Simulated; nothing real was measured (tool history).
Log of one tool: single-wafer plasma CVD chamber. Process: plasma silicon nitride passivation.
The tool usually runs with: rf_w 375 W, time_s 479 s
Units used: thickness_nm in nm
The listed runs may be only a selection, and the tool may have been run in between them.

| run | hour | rf_w | time_s | wafers since the last listed run | hours since the last RF generator calibration | hours since the showerhead was replaced | hours since the gauge calibration | read-back reference wafer on the same gauge, thickness_nm | thickness_nm |
|---|---|---|---|---|---|---|---|---|---|
| 1 | 0.0 | 375 | 479 | 0 | 1121.1 | 4291.3 | 119.0 | 715.556 | 613.332 |
| 2 | 12.7 | 375 | 479 | 47 | 1133.8 | 4304.0 | 131.7 | 714.271 | 612.985 |
| 3 | 27.7 | 375 | 479 | 56 | 1148.8 | 4319.0 | 146.7 | 715.171 | 610.786 |
| 4 | 50.6 | 375 | 479 | 85 | 1171.7 | 4341.9 | 169.6 | 714.394 | 615.592 |
| 5 | 70.2 | 375 | 533 | 73 | 1191.3 | 4361.5 | 189.2 | 714.868 | 682.844 |
| 6 | 102.0 | 375 | 551 | 119 | 1223.1 | 4393.3 | 221.0 | 714.491 | 705.060 |
| 7 | 129.0 | 375 | 479 | 101 | 1250.1 | 4420.3 | 248.0 | 714.755 | 615.348 |
| 8 | 164.1 | 375 | 479 | 131 | 1285.2 | 4455.4 | 283.1 | 715.207 | 614.876 |
| 9 | 177.9 | 375 | 479 | 51 | 1299.0 | 4469.2 | 296.9 | 714.759 | 613.521 |
| 10 | 206.8 | 375 | 479 | 108 | 1327.9 | 4498.1 | 325.8 | 714.461 | 610.025 |
| 11 | 234.4 | 360 | 479 | 103 | 1355.5 | 4525.7 | 353.4 | 714.499 | 608.415 |
| 12 | 247.0 | 360 | 479 | 47 | 1368.1 | 4538.3 | 366.0 | 714.290 | 607.986 |
| 13 | 276.8 | 360 | 479 | 111 | 1397.9 | 4568.1 | 395.8 | 714.624 | 607.513 |
| 14 | 295.0 | 375 | 523 | 68 | 1416.1 | 4586.3 | 414.0 | 715.151 | 667.850 |
| 15 | 314.3 | 375 | 523 | 72 | 1435.4 | 4605.6 | 433.3 | 715.638 | 668.433 |
|  | 336.7 | RF generator calibrated |
| 16 | 337.2 | 375 | 479 | 55 | 0.5 | 4628.5 | 456.2 | 714.498 | 627.049 |
| 17 | 366.1 | 375 | 479 | 108 | 29.4 | 4657.4 | 485.1 | 714.685 | 628.443 |
| 18 | 389.0 | 320 | 479 | 85 | 52.3 | 4680.3 | 508.0 | 714.490 | 598.734 |
| 19 | 422.6 | 320 | 479 | 126 | 85.9 | 4713.9 | 541.6 | 715.448 | 602.636 |
| 20 | 437.7 | 375 | 479 | 56 | 101.0 | 4729.0 | 556.7 | 714.709 | 626.078 |
| 21 | 469.9 | 375 | 479 | 120 | 133.2 | 4761.2 | 588.9 | 715.080 | 622.545 |
| 22 | 494.5 | 320 | 570 | 92 | 157.8 | 4785.8 | 613.5 | 715.008 | 713.371 |
| 23 | 522.4 | 325 | 442 | 104 | 185.7 | 4813.7 | 641.4 | 715.297 | 553.025 |
| 24 | 538.6 | 405 | 479 | 60 | 201.9 | 4829.9 | 657.6 | 715.012 | 633.158 |
| 25 | 563.2 | 425 | 444 | 92 | 226.5 | 4854.5 | 682.2 | 715.534 | 594.426 |
| 26 | 593.4 | 405 | 545 | 113 | 256.7 | 4884.7 | 712.4 | 715.441 | 717.988 |
| 27 | 626.7 | 345 | 559 | 125 | 290.0 | 4918.0 | 745.7 | 715.082 | 707.715 |
| 28 | 646.2 | 335 | 539 | 73 | 309.5 | 4937.5 | 765.2 | 715.013 | 677.436 |
|  | 662.1 | showerhead replaced |
| 29 | 670.1 | 375 | 479 | 59 | 333.4 | 8.0 | 789.1 | 715.596 | 621.325 |
| 30 | 705.0 | 375 | 479 | 131 | 368.3 | 42.9 | 824.0 | 714.695 | 622.090 |
| 31 | 731.7 | 320 | 528 | 100 | 395.0 | 69.6 | 850.7 | 714.399 | 656.088 |
| 32 | 764.8 | 420 | 401 | 124 | 428.1 | 102.7 | 883.8 | 715.248 | 533.707 |
| 33 | 796.3 | 375 | 479 | 118 | 459.6 | 134.2 | 915.3 | 714.990 | 619.772 |
| 34 | 822.5 | 355 | 552 | 98 | 485.8 | 160.4 | 941.5 | 715.027 | 702.338 |
|  | 831.3 | gauge calibrated |
| 35 | 856.6 | 375 | 479 | 128 | 519.9 | 194.5 | 25.3 | 715.352 | 614.275 |
| 36 | 891.8 | 355 | 442 | 132 | 555.1 | 229.7 | 60.5 | 715.933 | 562.217 |
| 37 | 915.3 | 375 | 479 | 88 | 578.6 | 253.2 | 84.0 | 715.196 | 614.259 |
| 38 | 938.4 | 325 | 534 | 86 | 601.7 | 276.3 | 107.1 | 714.849 | 663.649 |
| 39 | 951.8 | 375 | 526 | 50 | 615.1 | 289.7 | 120.5 | 714.015 | 676.170 |
| 40 | 964.5 | 375 | 479 | 47 | 627.8 | 302.4 | 133.2 | 715.076 | 617.557 |
| 41 | 984.2 | 360 | 479 | 73 | 647.5 | 322.1 | 152.9 | 714.843 | 606.708 |
| 42 | 1006.7 | 440 | 527 | 84 | 670.0 | 344.6 | 175.4 | 715.856 | 708.022 |
| 43 | 1037.9 | 440 | 438 | 117 | 701.2 | 375.8 | 206.6 | 714.888 | 586.839 |
| 44 | 1064.7 | 375 | 479 | 100 | 728.0 | 402.6 | 233.4 | 715.595 | 616.492 |
| 45 | 1079.6 | 375 | 479 | 55 | 742.9 | 417.5 | 248.3 | 714.554 | 617.929 |

Below are 3 alternative next runs, each starting from the tool's condition after run 45. Predict each:
| A | 1080.1 | 375 | 479 | 1 | 743.4 | 418.0 | 248.8 | ? | ? |
| B | 1080.1 | 410 | 389 | 1 | 743.4 | 418.0 | 248.8 | ? | ? |
| C | 1080.1 | 395 | 528 | 1 | 743.4 | 418.0 | 248.8 | ? | ? |

| run | read-back reference wafer on the same gauge, thickness_nm | thickness_nm |
|---|---|---|
| A | 714.760 | 619.661 |
| B | 714.760 | 514.364 |
| C | 714.760 | 691.779 |
Without the tool's unlogged condition, the same runs would have read:
| run | thickness_nm |
|---|---|
| A | 629.903 |
| B | 522.866 |
| C | 703.213 |
